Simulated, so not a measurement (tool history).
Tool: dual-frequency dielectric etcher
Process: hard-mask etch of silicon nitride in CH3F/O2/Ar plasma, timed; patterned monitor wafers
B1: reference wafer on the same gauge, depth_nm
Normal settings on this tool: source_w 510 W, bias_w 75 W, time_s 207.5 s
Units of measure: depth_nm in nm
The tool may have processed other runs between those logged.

{"run": 1, "hour": 0.0, "source_w": 510, "bias_w": 75, "time_s": 207.5, "B1": 184.1, "depth_nm": 173.5}
{"run": 2, "hour": 66.2, "source_w": 560, "bias_w": 75, "time_s": 207.5, "B1": 184.2, "depth_nm": 178.8}
{"hour": 147.1, "done": "wet clean of the chamber"}
{"run": 3, "hour": 173.3, "source_w": 510, "bias_w": 75, "time_s": 207.5, "B1": 183.8, "depth_nm": 174}
{"run": 4, "hour": 276.8, "source_w": 510, "bias_w": 75, "time_s": 207.5, "B1": 184, "depth_nm": 174.5}
{"run": 5, "hour": 366.8, "source_w": 510, "bias_w": 75, "time_s": 207.5, "B1": 184.2, "depth_nm": 174.8}
{"run": 6, "hour": 454.8, "source_w": 510, "bias_w": 75, "time_s": 207.5, "B1": 184, "depth_nm": 175}
{"run": 7, "hour": 514.6, "source_w": 510, "bias_w": 75, "time_s": 207.5, "B1": 184, "depth_nm": 174.5}
{"hour": 540.8, "done": "source power generator calibrated"}
{"hour": 588.7, "done": "gauge calibrated"}
{"run": 8, "hour": 605.7, "source_w": 510, "bias_w": 75, "time_s": 207.5, "B1": 183.9, "depth_nm": 172.7}
{"run": 9, "hour": 645.1, "source_w": 510, "bias_w": 65, "time_s": 207.5, "B1": 184.2, "depth_nm": 164.3}
{"hour": 688.4, "done": "wet clean of the chamber"}
{"run": 10, "hour": 694.8, "source_w": 560, "bias_w": 66, "time_s": 168, "B1": 184.1, "depth_nm": 136.8}
{"run": 11, "hour": 799.5, "source_w": 580, "bias_w": 62, "time_s": 255, "B1": 183.9, "depth_nm": 205.6}
{"run": 12, "hour": 894.3, "source_w": 390, "bias_w": 85, "time_s": 207.5, "B1": 183.9, "depth_nm": 170.5}
{"hour": 984.0, "done": "bias power generator calibrated"}
{"run": 13, "hour": 1108.3, "source_w": 510, "bias_w": 75, "time_s": 207.5, "B1": 184, "depth_nm": 173.6}
{"hour": 1184.7, "done": "upper electrode replaced"}
{"hour": 1208.5, "done": "wet clean of the chamber"}
{"run": 14, "hour": 1209.0, "source_w": 580, "bias_w": 62, "time_s": 255, "B1": 184.2, "depth_nm": 205.9}
{"run": 15, "hour": 1287.7, "source_w": 440, "bias_w": 85, "time_s": 166, "B1": 183.9, "depth_nm": 141.1}
{"run": 16, "hour": 1330.3, "source_w": 410, "bias_w": 70, "time_s": 232.5, "B1": 183.9, "depth_nm": 180.5}
{"run": 17, "hour": 1395.1, "source_w": 400, "bias_w": 58, "time_s": 181.5, "B1": 184.1, "depth_nm": 131.2}
{"run": 18, "hour": 1442.9, "source_w": 470, "bias_w": 81, "time_s": 207.5, "B1": 184.1, "depth_nm": 176}
{"run": 19, "hour": 1526.0, "source_w": 510, "bias_w": 89, "time_s": 148, "B1": 183.9, "depth_nm": 132.2}

Predict each of these 5 candidate next runs independently; none follows another, all start after run 19:
{"run": "A", "hour": 1526.5, "source_w": 570, "bias_w": 75, "time_s": 207.5, "B1": "?", "depth_nm": "?"}
{"run": "B", "hour": 1526.5, "source_w": 630, "bias_w": 66, "time_s": 161, "B1": "?", "depth_nm": "?"}
{"run": "C", "hour": 1526.5, "source_w": 470, "bias_w": 81, "time_s": 249, "B1": "?", "depth_nm": "?"}
{"run": "D", "hour": 1526.5, "source_w": 560, "bias_w": 92, "time_s": 267, "B1": "?", "depth_nm": "?"}
{"run": "E", "hour": 1526.5, "source_w": 440, "bias_w": 92, "time_s": 207.5, "B1": "?", "depth_nm": "?"}

run=A B1=183.9 depth_nm=178.6
run=B B1=183.9 depth_nm=136
run=C B1=183.9 depth_nm=210.2
run=D B1=183.9 depth_nm=246.7
run=E B1=183.9 depth_nm=180.9
With no hidden state in the tool, these same runs would have given:
run=A depth_nm=177.3
run=B depth_nm=135
run=C depth_nm=208.6
run=D depth_nm=244.9
run=E depth_nm=179.6
